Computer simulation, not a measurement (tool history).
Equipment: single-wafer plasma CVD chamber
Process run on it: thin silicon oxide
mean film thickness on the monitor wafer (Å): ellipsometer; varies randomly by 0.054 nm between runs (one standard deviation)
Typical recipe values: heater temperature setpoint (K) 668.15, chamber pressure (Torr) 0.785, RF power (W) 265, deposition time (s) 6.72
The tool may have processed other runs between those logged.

run    hour  heater temperature setpoint (K)  chamber pressure (Torr)  RF power (W)  deposition time (s)  wafers since the last listed run  hours since the last thermocouple change  hours since the last RF generator calibration  hours since the last manometer calibration  hours since the showerhead was replaced  hours since the gauge calibration  read-back reference wafer on the same gauge, thickness_nm  mean film thickness on the monitor wafer (Å)
  1     0.0                           668.15                    0.785           265                 6.72                                 0                                     330.0                                          743.2                                      1348.8                                   6892.8                             1105.8                                                     11.202                                        114.59
  2    68.3                           668.15                    0.785           265                 6.72                              1870                                     398.3                                          811.5                                      1417.1                                   6961.1                             1174.1                                                     11.193                                        113.97
  3    99.9                           668.15                    0.696           295                 6.72                               865                                     429.9                                          843.1                                      1448.7                                   6992.7                             1205.7                                                     11.221                                        109.11
  4   128.4                           668.15                    0.785           280                 6.72                               780                                     458.4                                          871.6                                      1477.2                                   7021.2                             1234.2                                                     11.216                                        116.25
  5   183.7                           668.15                    0.785           265                 6.72                              1514                                     513.7                                          926.9                                      1532.5                                   7076.5                             1289.5                                                     11.192                                        114.03
  6   217.8                           668.15                    0.785           265                 6.72                               933                                     547.8                                          961.0                                      1566.6                                   7110.6                             1323.6                                                     11.207                                        113.34
  7   275.0                           668.15                    0.785           265                 6.72                              1566                                     605.0                                         1018.2                                      1623.8                                   7167.8                             1380.8                                                     11.203                                        114.08
  8   336.7                           668.15                    0.785           265                 6.41                              1689                                     666.7                                         1079.9                                      1685.5                                   7229.5                             1442.5                                                     11.192                                        109.14
  9   387.0                           668.15                    0.785           265                 6.41                              1377                                     717.0                                         1130.2                                      1735.8                                   7279.8                             1492.8                                                     11.188                                        109.21
      463.2  -- showerhead replaced
 10   521.9                           668.15                    0.785           265                 6.72                              3475                                     851.9                                         1265.1                                      1870.7                                     58.7                             1627.7                                                     11.198                                        114.04
 11   567.1                           668.15                    0.785           265                 6.72                              1237                                     897.1                                         1310.3                                      1915.9                                    103.9                             1672.9                                                     11.181                                        114.88
      579.9  -- gauge calibrated
      613.1  -- thermocouple changed; heater temperature recalibrated
 12   637.5                           668.15                    0.785           265                 6.72                              1708                                      24.4                                         1380.7                                      1986.3                                    174.3                               57.6                                                     11.206                                        114.20
      678.7  -- capacitance manometer re-zeroed and calibrated
 13   721.4                           668.15                    0.785           265                 7.08                              2078                                     108.3                                         1464.6                                        42.7                                    258.2                              141.5                                                     11.198                                        114.76
 14   748.6                           679.15                    0.593           265                 5.53                               744                                     135.5                                         1491.8                                        69.9                                    285.4                              168.7                                                     11.197                                         72.36
 15   818.4                           659.15                    0.785           245                 6.28                              1911                                     205.3                                         1561.6                                       139.7                                    355.2                              238.5                                                     11.204                                         99.73
      874.6  -- RF generator calibrated
 16   884.0                           668.15                    0.683           240                 7.18                              1577                                     270.9                                            9.4                                       205.3                                    420.8                              304.1                                                     11.200                                        104.76
 17   954.3                           657.15                    0.785           315                 6.72                              1925                                     341.2                                           79.7                                       275.6                                    491.1                              374.4                                                     11.192                                        122.50
 18   995.3                           668.15                    0.683           240                 7.18                              1122                                     382.2                                          120.7                                       316.6                                    532.1                              415.4                                                     11.201                                        103.83
 19  1060.8                           668.15                    0.928           305                 5.84                              1793                                     447.7                                          186.2                                       382.1                                    597.6                              480.9                                                     11.212                                        114.88
 20  1118.9                           668.15                    0.701           265                 6.72                              1591                                     505.8                                          244.3                                       440.2                                    655.7                              539.0                                                     11.221                                        103.72
 21  1150.9                           668.15                    0.943           220                 5.58                               876                                     537.8                                          276.3                                       472.2                                    687.7                              571.0                                                     11.218                                         97.96
 22  1215.4                           668.15                    0.662           265                 6.72                              1766                                     602.3                                          340.8                                       536.7                                    752.2                              635.5                                                     11.203                                         98.72
 23  1260.2                           668.15                    0.785           265                 6.72                              1226                                     647.1                                          385.6                                       581.5                                    797.0                              680.3                                                     11.205                                        111.88
 24  1318.8                           668.15                    0.785           265                 6.17                              1604                                     705.7                                          444.2                                       640.1                                    855.6                              738.9                                                     11.205                                        102.51
 25  1385.9                           668.15                    0.785           225                 7.95                              1837                                     772.8                                          511.3                                       707.2                                    922.7                              806.0                                                     11.204                                        122.93
 26  1446.4                           674.15                    0.679           235                 7.21                              1656                                     833.3                                          571.8                                       767.7                                    983.2                              866.5                                                     11.199                                        101.41
     1506.8  -- thermocouple changed; heater temperature recalibrated
 27  1657.0                           676.15                    0.785           245                 6.72                              5548                                     150.2                                          782.4                                       978.3                                   1193.8                             1077.1                                                     11.203                                        107.70

Below are 5 alternative next runs, each starting from the tool's condition after run 27. Predict each:
  A  1657.4                           668.15                    0.785           265                 6.72                                10                                     150.6                                          782.8                                       978.7                                   1194.2                             1077.5                                                          ?                                             ?
  B  1657.4                           654.15                    0.948           315                 5.64                                10                                     150.6                                          782.8                                       978.7                                   1194.2                             1077.5                                                          ?                                             ?
  C  1657.4                           660.15                    0.900           310                 6.72                                10                                     150.6                                          782.8                                       978.7                                   1194.2                             1077.5                                                          ?                                             ?
  D  1657.4                           678.15                    0.785           245                 6.72                                10                                     150.6                                          782.8                                       978.7                                   1194.2                             1077.5                                                          ?                                             ?
  E  1657.4                           655.15                    0.785           265                 6.72                                10                                     150.6                                          782.8                                       978.7                                   1194.2                             1077.5                                                          ?                                             ?

run  read-back reference wafer on the same gauge, thickness_nm  mean film thickness on the monitor wafer (Å)
  A                                                     11.210                                        111.42
  B                                                     11.210                                        115.23
  C                                                     11.210                                        131.26
  D                                                     11.210                                        107.02
  E                                                     11.210                                        112.26
Take away the tool's hidden state, keep each run's random variation, and the runs would have read:
run  mean film thickness on the monitor wafer (Å)
  A                                        114.57
  B                                        118.22
  C                                        134.72
  D                                        110.22
  E                                        115.44
